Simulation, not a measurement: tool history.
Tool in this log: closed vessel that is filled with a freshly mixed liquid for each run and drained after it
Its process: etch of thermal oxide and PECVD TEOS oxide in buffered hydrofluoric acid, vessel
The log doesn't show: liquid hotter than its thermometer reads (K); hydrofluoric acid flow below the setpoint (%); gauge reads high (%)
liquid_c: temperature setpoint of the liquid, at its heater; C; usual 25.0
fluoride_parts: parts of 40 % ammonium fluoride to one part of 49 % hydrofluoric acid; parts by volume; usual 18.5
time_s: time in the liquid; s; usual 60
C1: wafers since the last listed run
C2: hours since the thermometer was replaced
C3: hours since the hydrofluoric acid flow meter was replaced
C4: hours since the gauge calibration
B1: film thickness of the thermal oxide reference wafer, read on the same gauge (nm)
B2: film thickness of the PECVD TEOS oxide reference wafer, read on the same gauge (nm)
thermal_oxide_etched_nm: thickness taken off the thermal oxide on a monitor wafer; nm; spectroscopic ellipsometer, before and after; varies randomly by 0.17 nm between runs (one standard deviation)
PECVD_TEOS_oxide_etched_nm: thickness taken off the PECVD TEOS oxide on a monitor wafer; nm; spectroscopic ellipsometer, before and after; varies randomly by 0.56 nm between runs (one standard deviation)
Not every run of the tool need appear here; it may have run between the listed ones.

Run 1, day 0.000: usual settings; C1 0; C2 2898.8; C3 1923.2; C4 416.3; B1 139.95; B2 110.02. Result: thermal_oxide_etched_nm 40.17 nm, PECVD_TEOS_oxide_etched_nm 65.71 nm.
Run 2, day 0.800: usual settings; C1 2649; C2 2918.0; C3 1942.4; C4 435.5; B1 140.03; B2 109.99. Result: thermal_oxide_etched_nm 40.25 nm, PECVD_TEOS_oxide_etched_nm 66.16 nm.
Run 3, day 1.746: usual settings; C1 3132; C2 2940.7; C3 1965.1; C4 458.2; B1 139.96; B2 110.01. Result: thermal_oxide_etched_nm 39.83 nm, PECVD_TEOS_oxide_etched_nm 66.54 nm.
Run 4, day 2.850: usual settings; C1 3657; C2 2967.2; C3 1991.6; C4 484.7; B1 140.05; B2 110.02. Result: thermal_oxide_etched_nm 40.06 nm, PECVD_TEOS_oxide_etched_nm 66.66 nm.
Run 5, day 3.704: usual settings but time_s 40 s; C1 2829; C2 2987.7; C3 2012.1; C4 505.2; B1 139.94; B2 110.01. Result: thermal_oxide_etched_nm 26.61 nm, PECVD_TEOS_oxide_etched_nm 45.21 nm.
At day 4.896: gauge calibrated.
Run 6, day 5.154: usual settings but time_s 40 s; C1 4802; C2 3022.5; C3 2046.9; C4 6.2; B1 139.97; B2 110.02. Result: thermal_oxide_etched_nm 26.64 nm, PECVD_TEOS_oxide_etched_nm 44.13 nm.
Run 7, day 5.812: usual settings; C1 2180; C2 3038.3; C3 2062.7; C4 22.0; B1 140.00; B2 109.98. Result: thermal_oxide_etched_nm 40.16 nm, PECVD_TEOS_oxide_etched_nm 67.54 nm.
Run 8, day 6.671: usual settings but fluoride_parts 20.0 parts by volume; C1 2842; C2 3058.9; C3 2083.3; C4 42.6; B1 139.96; B2 110.03. Result: thermal_oxide_etched_nm 38.11 nm, PECVD_TEOS_oxide_etched_nm 63.64 nm.
Run 9, day 8.121: usual settings; C1 4802; C2 3093.7; C3 2118.1; C4 77.4; B1 140.01; B2 110.01. Result: thermal_oxide_etched_nm 40.08 nm, PECVD_TEOS_oxide_etched_nm 66.54 nm.
Run 10, day 9.454: usual settings; C1 4416; C2 3125.7; C3 2150.1; C4 109.4; B1 139.95; B2 110.01. Result: thermal_oxide_etched_nm 40.04 nm, PECVD_TEOS_oxide_etched_nm 67.06 nm.
Run 11, day 10.888: usual settings but liquid_c 21.5 C, time_s 75 s; C1 4747; C2 3160.1; C3 2184.5; C4 143.8; B1 140.00; B2 110.00. Result: thermal_oxide_etched_nm 41.21 nm, PECVD_TEOS_oxide_etched_nm 69.72 nm.
Run 12, day 11.683: usual settings; C1 2635; C2 3179.2; C3 2203.6; C4 162.9; B1 140.02; B2 109.98. Result: thermal_oxide_etched_nm 40.15 nm, PECVD_TEOS_oxide_etched_nm 66.52 nm.
At day 11.992: thermometer replaced.
At day 12.104: hydrofluoric acid flow meter replaced.
Run 13, day 12.512: usual settings but liquid_c 22.0 C, fluoride_parts 16.0 parts by volume, time_s 90 s; C1 2470; C2 12.5; C3 9.8; C4 182.8; B1 139.97; B2 109.99. Result: thermal_oxide_etched_nm 57.74 nm, PECVD_TEOS_oxide_etched_nm 96.02 nm.
Run 14, day 13.012: usual settings; C1 1656; C2 24.5; C3 21.8; C4 194.8; B1 140.01; B2 110.00. Result: thermal_oxide_etched_nm 38.94 nm, PECVD_TEOS_oxide_etched_nm 65.34 nm.
Run 15, day 14.296: usual settings; C1 4250; C2 55.3; C3 52.6; C4 225.6; B1 140.01; B2 110.00. Result: thermal_oxide_etched_nm 39.32 nm, PECVD_TEOS_oxide_etched_nm 65.39 nm.
Run 16, day 15.133: usual settings but liquid_c 27.0 C, fluoride_parts 11.5 parts by volume, time_s 50 s; C1 2773; C2 75.4; C3 72.7; C4 245.7; B1 139.99; B2 109.98. Result: thermal_oxide_etched_nm 58.06 nm, PECVD_TEOS_oxide_etched_nm 96.59 nm.
Run 17, day 16.188: usual settings but liquid_c 22.5 C, fluoride_parts 25.0 parts by volume, time_s 70 s; C1 3491; C2 100.7; C3 98.0; C4 271.0; B1 139.98; B2 110.00. Result: thermal_oxide_etched_nm 31.57 nm, PECVD_TEOS_oxide_etched_nm 52.70 nm.
Run 18, day 17.225: usual settings but liquid_c 29.0 C, fluoride_parts 12.0 parts by volume, time_s 35 s; C1 3436; C2 125.6; C3 122.9; C4 295.9; B1 140.02; B2 110.01. Result: thermal_oxide_etched_nm 43.06 nm, PECVD_TEOS_oxide_etched_nm 72.32 nm.
Run 19, day 18.108: usual settings but fluoride_parts 23.5 parts by volume, time_s 85 s; C1 2925; C2 146.8; C3 144.1; C4 317.1; B1 139.96; B2 109.97. Result: thermal_oxide_etched_nm 45.98 nm, PECVD_TEOS_oxide_etched_nm 76.65 nm.
Run 20, day 18.638: usual settings but liquid_c 27.5 C, fluoride_parts 16.0 parts by volume, time_s 75 s; C1 1752; C2 159.5; C3 156.8; C4 329.8; B1 139.98; B2 109.98. Result: thermal_oxide_etched_nm 64.65 nm, PECVD_TEOS_oxide_etched_nm 108.83 nm.
Run 21, day 19.317: usual settings but fluoride_parts 22.0 parts by volume; C1 2249; C2 175.8; C3 173.1; C4 346.1; B1 140.02; B2 110.01. Result: thermal_oxide_etched_nm 33.83 nm, PECVD_TEOS_oxide_etched_nm 56.78 nm.
Run 22, day 20.729: usual settings; C1 4678; C2 209.7; C3 207.0; C4 380.0; B1 140.00; B2 109.99. Result: thermal_oxide_etched_nm 39.01 nm, PECVD_TEOS_oxide_etched_nm 65.29 nm.
Run 23, day 21.325: usual settings but liquid_c 28.0 C, fluoride_parts 26.0 parts by volume, time_s 30 s; C1 1973; C2 224.0; C3 221.3; C4 394.3; B1 140.02; B2 110.00. Result: thermal_oxide_etched_nm 17.85 nm, PECVD_TEOS_oxide_etched_nm 29.94 nm.
Run 24, day 22.188: usual settings but liquid_c 21.0 C; C1 2856; C2 244.7; C3 242.0; C4 415.0; B1 139.99; B2 109.99. Result: thermal_oxide_etched_nm 31.15 nm, PECVD_TEOS_oxide_etched_nm 52.80 nm.
Run 25, day 23.025: usual settings but time_s 50 s; C1 2773; C2 264.8; C3 262.1; C4 435.1; B1 140.02; B2 109.99. Result: thermal_oxide_etched_nm 32.60 nm, PECVD_TEOS_oxide_etched_nm 54.13 nm.

Alternative continuations, all from the tool just after run 25; predict every row:
Run A, day 23.054: usual settings but fluoride_parts 14.5 parts by volume; C1 96; C2 265.5; C3 262.8; C4 435.8; B1 ?; B2 ?. Result: thermal_oxide_etched_nm ?, PECVD_TEOS_oxide_etched_nm ?.
Run B, day 23.054: usual settings but liquid_c 27.5 C, fluoride_parts 16.5 parts by volume, time_s 70 s; C1 96; C2 265.5; C3 262.8; C4 435.8; B1 ?; B2 ?. Result: thermal_oxide_etched_nm ?, PECVD_TEOS_oxide_etched_nm ?.
Run C, day 23.054: usual settings but liquid_c 23.0 C, fluoride_parts 24.0 parts by volume, time_s 85 s; C1 96; C2 265.5; C3 262.8; C4 435.8; B1 ?; B2 ?. Result: thermal_oxide_etched_nm ?, PECVD_TEOS_oxide_etched_nm ?.
Run D, day 23.054: usual settings but fluoride_parts 13.0 parts by volume; C1 96; C2 265.5; C3 262.8; C4 435.8; B1 ?; B2 ?. Result: thermal_oxide_etched_nm ?, PECVD_TEOS_oxide_etched_nm ?.
Run E, day 23.054: usual settings but liquid_c 26.5 C, fluoride_parts 23.0 parts by volume, time_s 75 s; C1 96; C2 265.5; C3 262.8; C4 435.8; B1 ?; B2 ?. Result: thermal_oxide_etched_nm ?, PECVD_TEOS_oxide_etched_nm ?.

run      B1      B2  thermal_oxide_etched_nm  PECVD_TEOS_oxide_etched_nm
  A  140.05  109.99                    49.76                       82.35
  B  140.05  109.99                    58.50                       96.79
  C  140.05  109.99                    40.80                       67.51
  D  140.05  109.99                    55.39                       91.66
  E  140.05  109.99                    44.86                       74.24
The same runs, with their run-to-run variation unchanged, on a tool lacking any hidden condition would have given:
run  thermal_oxide_etched_nm  PECVD_TEOS_oxide_etched_nm
  A                    49.82                       82.44
  B                    58.58                       96.93
  C                    40.66                       67.28
  D                    55.45                       91.76
  E                    44.72                       74.00
